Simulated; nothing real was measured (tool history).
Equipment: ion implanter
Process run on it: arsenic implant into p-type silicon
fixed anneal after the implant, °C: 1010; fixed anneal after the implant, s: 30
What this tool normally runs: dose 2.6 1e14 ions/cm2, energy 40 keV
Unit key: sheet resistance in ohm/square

run,hour,dose,energy,wafers since the last listed run,hours since the last dose calibration,hours since the extraction supply was calibrated,hours since the gauge calibration,"read-back reference wafer on the same gauge, sheet resistance",sheet resistance
1,0,2.6,40,0,523.7,2348,989.3,361.89,313.6
2,181,2.6,40,3105,704.7,2529,1170.3,361.89,314.08
3,235.1,2.6,40,928,758.8,2583.1,1224.4,361.85,312.48
4,333.1,2.6,40,1681,856.8,2681.1,1322.4,361.78,315.38
# hour 356.3: Faraday cup replaced and dose calibrated
5,374.2,2.6,40,567,17.9,2722.2,1363.5,361.85,307.25
6,442.8,2.6,40,1177,86.5,2790.8,1432.1,361.9,308.87
7,544.3,2.6,40,1741,188,2892.3,1533.6,362.18,311.77
8,629.5,3.19,49.5,1461,273.2,2977.5,1618.8,362.21,261.58
9,691.2,3.19,49.5,1058,334.9,3039.2,1680.5,361.99,260.73
10,772.4,3.19,49.5,1393,416.1,3120.4,1761.7,361.79,260.37
# hour 775: gauge calibrated
11,938.9,2.6,40,2856,582.6,3286.9,163.9,362.24,315.81
12,983.1,2.6,31,758,626.8,3331.1,208.1,361.6,327.46
# hour 1008.9: extraction supply calibrated
13,1024.7,1.87,28,576,668.4,15.8,249.7,362.1,423.2
14,1093.3,2.36,30,1177,737,84.4,318.3,362.11,353.64
15,1158.1,2.38,47,1111,801.8,149.2,383.1,361.88,328.82
# hour 1200.2: Faraday cup replaced and dose calibrated
16,1223.3,3.35,46.5,981,23.1,214.4,448.3,362.1,250.18
17,1312.8,2.95,51.5,1535,112.6,303.9,537.8,362,272.95
18,1623.1,3.19,49.5,5324,422.9,614.2,848.1,362.21,261.64
19,1673.1,2.6,40,857,472.9,664.2,898.1,361.95,315.4
20,1771.9,2.6,40,1695,571.7,763,996.9,362.2,314.23
21,1849.8,2.33,50.5,1336,649.6,840.9,1074.8,362.24,329.89
22,1930.7,2.17,28.5,1388,730.5,921.8,1155.7,362.35,379.7
23,1981.7,2.6,35,875,781.5,972.8,1206.7,361.71,324.01
24,2043.6,3.33,26,1062,843.4,1034.7,1268.6,362.33,279.1

Below are 5 alternative next runs, each starting from the tool's condition after run 24. Predict each:
A,2044,2.08,40,6,843.8,1035.1,1269,?,?
B,2044,3.26,40,6,843.8,1035.1,1269,?,?
C,2044,1.91,36,6,843.8,1035.1,1269,?,?
D,2044,3.25,46.5,6,843.8,1035.1,1269,?,?
E,2044,3.01,44,6,843.8,1035.1,1269,?,?

run,"read-back reference wafer on the same gauge, sheet resistance",sheet resistance
A,361.85,371.31
B,361.85,266.44
C,361.85,401.45
D,361.85,261.43
E,361.85,279.09
Without the tool's hidden state the same runs would have given:
run,sheet resistance
A,362.03
B,259.48
C,391.44
D,254.63
E,271.87
